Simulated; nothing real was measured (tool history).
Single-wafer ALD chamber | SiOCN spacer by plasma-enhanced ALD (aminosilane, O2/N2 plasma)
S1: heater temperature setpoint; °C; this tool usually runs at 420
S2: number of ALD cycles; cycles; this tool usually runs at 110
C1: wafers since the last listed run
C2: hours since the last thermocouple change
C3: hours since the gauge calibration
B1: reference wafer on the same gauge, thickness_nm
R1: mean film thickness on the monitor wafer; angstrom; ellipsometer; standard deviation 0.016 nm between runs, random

{"run": 1, "hour": 0.0, "S1": 420, "S2": 110, "C1": 0, "C2": 1900.6, "C3": 364.6, "B1": 7.432, "R1": 63.94}
{"run": 2, "hour": 72.6, "S1": 420, "S2": 110, "C1": 131, "C2": 1973.2, "C3": 437.2, "B1": 7.433, "R1": 64.09}
{"run": 3, "hour": 179.4, "S1": 420, "S2": 110, "C1": 193, "C2": 2080.0, "C3": 544.0, "B1": 7.432, "R1": 63.91}
{"run": 4, "hour": 225.1, "S1": 409, "S2": 110, "C1": 82, "C2": 2125.7, "C3": 589.7, "B1": 7.43, "R1": 66.5}
{"run": 5, "hour": 288.9, "S1": 420, "S2": 110, "C1": 115, "C2": 2189.5, "C3": 653.5, "B1": 7.432, "R1": 63.75}
{"run": 6, "hour": 350.1, "S1": 411, "S2": 115, "C1": 110, "C2": 2250.7, "C3": 714.7, "B1": 7.431, "R1": 69.66}
{"run": 7, "hour": 444.4, "S1": 411, "S2": 115, "C1": 170, "C2": 2345.0, "C3": 809.0, "B1": 7.431, "R1": 68.98}
{"run": 8, "hour": 507.5, "S1": 411, "S2": 115, "C1": 114, "C2": 2408.1, "C3": 872.1, "B1": 7.434, "R1": 68.96}
{"hour": 630.8, "done": "thermocouple changed; heater temperature recalibrated"}
{"run": 9, "hour": 667.2, "S1": 420, "S2": 110, "C1": 274, "C2": 36.4, "C3": 1031.8, "B1": 7.427, "R1": 63.2}
{"hour": 700.9, "done": "gauge calibrated"}
{"run": 10, "hour": 719.9, "S1": 420, "S2": 110, "C1": 95, "C2": 89.1, "C3": 19.0, "B1": 7.429, "R1": 63.04}
{"run": 11, "hour": 787.8, "S1": 420, "S2": 110, "C1": 122, "C2": 157.0, "C3": 86.9, "B1": 7.425, "R1": 63.15}
{"run": 12, "hour": 838.0, "S1": 406, "S2": 101, "C1": 90, "C2": 207.2, "C3": 137.1, "B1": 7.43, "R1": 61.09}
{"run": 13, "hour": 922.5, "S1": 427, "S2": 130, "C1": 152, "C2": 291.7, "C3": 221.6, "B1": 7.432, "R1": 73.08}
{"run": 14, "hour": 1003.5, "S1": 408, "S2": 128, "C1": 146, "C2": 372.7, "C3": 302.6, "B1": 7.427, "R1": 76.95}
{"run": 15, "hour": 1044.7, "S1": 427, "S2": 130, "C1": 74, "C2": 413.9, "C3": 343.8, "B1": 7.428, "R1": 73.32}
{"run": 16, "hour": 1130.2, "S1": 420, "S2": 110, "C1": 154, "C2": 499.4, "C3": 429.3, "B1": 7.428, "R1": 63.64}
{"run": 17, "hour": 1205.7, "S1": 409, "S2": 130, "C1": 136, "C2": 574.9, "C3": 504.8, "B1": 7.433, "R1": 78.04}
{"run": 18, "hour": 1287.2, "S1": 429, "S2": 92, "C1": 147, "C2": 656.4, "C3": 586.3, "B1": 7.431, "R1": 51.61}
{"run": 19, "hour": 1369.1, "S1": 409, "S2": 96, "C1": 148, "C2": 738.3, "C3": 668.2, "B1": 7.434, "R1": 57.73}
{"run": 20, "hour": 1421.5, "S1": 425, "S2": 128, "C1": 94, "C2": 790.7, "C3": 720.6, "B1": 7.433, "R1": 72.64}
{"run": 21, "hour": 1475.4, "S1": 425, "S2": 100, "C1": 97, "C2": 844.6, "C3": 774.5, "B1": 7.427, "R1": 56.76}
{"run": 22, "hour": 1575.8, "S1": 420, "S2": 102, "C1": 181, "C2": 945.0, "C3": 874.9, "B1": 7.434, "R1": 59.17}

Below are 3 alternative next runs, each starting from the tool's condition after run 22. Predict each:
{"run": "A", "hour": 1576.4, "S1": 420, "S2": 110, "C1": 1, "C2": 945.6, "C3": 875.5, "B1": "?", "R1": "?"}
{"run": "B", "hour": 1576.4, "S1": 414, "S2": 131, "C1": 1, "C2": 945.6, "C3": 875.5, "B1": "?", "R1": "?"}
{"run": "C", "hour": 1576.4, "S1": 431, "S2": 116, "C1": 1, "C2": 945.6, "C3": 875.5, "B1": "?", "R1": "?"}

run=A B1=7.431 R1=63.95
run=B B1=7.431 R1=77.80
run=C B1=7.431 R1=64.78
Take away the tool's hidden state, keep each run's random variation, and the runs would have read:
run=A R1=63.04
run=B R1=76.71
run=C R1=63.82

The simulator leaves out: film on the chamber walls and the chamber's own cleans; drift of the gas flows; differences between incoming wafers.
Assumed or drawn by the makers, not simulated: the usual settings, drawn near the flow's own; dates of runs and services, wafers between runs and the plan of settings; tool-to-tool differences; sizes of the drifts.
